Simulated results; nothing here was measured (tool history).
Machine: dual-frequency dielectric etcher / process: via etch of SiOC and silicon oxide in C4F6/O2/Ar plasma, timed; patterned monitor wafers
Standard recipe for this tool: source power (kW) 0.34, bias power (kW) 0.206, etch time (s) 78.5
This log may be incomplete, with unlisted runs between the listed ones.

run   hour  source power (kW)  bias power (kW)  etch time (s)  wafers since the last listed run  hours since the last wet clean  hours since the last source power generator calibration  hours since the last bias power generator calibration  hours since the last upper electrode change  hours since the gauge calibration  read-back reference wafer on the same gauge, depth_nm  mean etch depth across the wafer (nm)
  1      0               0.34            0.229           78.5                                 0                           472.5                                                   1714.9                                                 2033.1                                       3265.3                               63.4                                                   94.6                                   88.4
  2    7.6               0.34            0.229           78.5                                85                           480.1                                                   1722.5                                                 2040.7                                       3272.9                                 71                                                   94.6                                   88.3
  3     21               0.34            0.206           78.5                               150                           493.5                                                   1735.9                                                 2054.1                                       3286.3                               84.4                                                   94.6                                   85.9
  4   36.4               0.34            0.206           78.5                               172                           508.9                                                   1751.3                                                 2069.5                                       3301.7                               99.8                                                   94.6                                     86
  5   44.5               0.34            0.206           78.5                                90                             517                                                   1759.4                                                 2077.6                                       3309.8                              107.9                                                   94.6                                   85.9
  6   57.3               0.34            0.206           78.5                               143                           529.8                                                   1772.2                                                 2090.4                                       3322.6                              120.7                                                   94.6                                   85.6
  7   65.2               0.34            0.206           78.5                                88                           537.7                                                   1780.1                                                 2098.3                                       3330.5                              128.6                                                   94.6                                   86.1
  8   73.9               0.34            0.206           78.5                                97                           546.4                                                   1788.8                                                   2107                                       3339.2                              137.3                                                   94.6                                     86
  9   89.6               0.34            0.169           78.5                               176                           562.1                                                   1804.5                                                 2122.7                                       3354.9                                153                                                   94.6                                   81.7
 10   96.6               0.34            0.169           78.5                                78                           569.1                                                   1811.5                                                 2129.7                                       3361.9                                160                                                   94.6                                   81.5
     111.6  -- bias power generator calibrated
     116.5  -- gauge calibrated
     132.5  -- wet clean of the chamber
 11    133               0.34            0.169           78.5                               129                             0.5                                                   1847.9                                                   21.4                                       3398.3                               16.5                                                   94.6                                   78.9
 12  133.3               0.34            0.174             92                                 3                             0.8                                                   1848.2                                                   21.7                                       3398.6                               16.8                                                   94.6                                   93.3
 13  140.4               0.34            0.169           78.5                                79                             7.9                                                   1855.3                                                   28.8                                       3405.7                               23.9                                                   94.6                                   79.1
 14  150.6               0.34            0.176             86                               114                            18.1                                                   1865.5                                                     39                                       3415.9                               34.1                                                   94.6                                   87.7
     157.5  -- source power generator calibrated
 15  165.7               0.34            0.206           89.5                               124                            33.2                                                      8.2                                                   54.1                                         3431                               49.2                                                   94.6                                   95.6
 16  178.4               0.38            0.236           78.5                               142                            45.9                                                     20.9                                                   66.8                                       3443.7                               61.9                                                   94.6                                   90.5
 17  186.1               0.29            0.206           78.5                                86                            53.6                                                     28.6                                                   74.5                                       3451.4                               69.6                                                   94.6                                     79
 18  194.4               0.37            0.223             65                                93                            61.9                                                     36.9                                                   82.8                                       3459.7                               77.9                                                   94.6                                   73.3
     228.1  -- upper electrode replaced
 19  228.6               0.34            0.206           78.5                               114                            96.1                                                     71.1                                                    117                                          0.5                              112.1                                                   94.6                                     84
 20  228.9               0.34            0.176             86                                 3                            96.4                                                     71.4                                                  117.3                                          0.8                              112.4                                                   94.6                                   87.9
 21  230.7               0.34            0.168           78.5                                20                            98.2                                                     73.2                                                  119.1                                          2.6                              114.2                                                   94.6                                     79
 22  246.6               0.38            0.206           68.5                               178                           114.1                                                     89.1                                                    135                                         18.5                              130.1                                                   94.6                                   76.3
 23  259.5               0.28            0.185           78.5                               144                             127                                                      102                                                  147.9                                         31.4                                143                                                   94.6                                     76
 24  275.8                0.4            0.206             90                               182                           143.3                                                    118.3                                                  164.2                                         47.7                              159.3                                                   94.6                                  101.8
 25  290.4               0.34            0.221             63                               163                           157.9                                                    132.9                                                  178.8                                         62.3                              173.9                                                   94.5                                   68.9

Run-by-run hidden state of the tool:
source power that arrives over what is set, %: 0 at every run
bias power that arrives over what is set, %: 0 at every run
gauge reads high (%): 0 at every run
H1: etch rate over this chamber's usual, %
run       H1
  1     2.46
  2     2.49
  3     2.56
  4     2.63
  5     2.66
  6     2.72
  7     2.76
  8      2.8
  9     2.87
 10      2.9
 11   -0.261
 12   -0.259
 13   -0.227
 14    -0.18
 15   -0.111
 16   -0.053
 17  -0.0178
 18   0.0202
 19    0.177
 20    0.178
 21    0.186
 22    0.259
 23    0.318
 24    0.392
 25    0.459
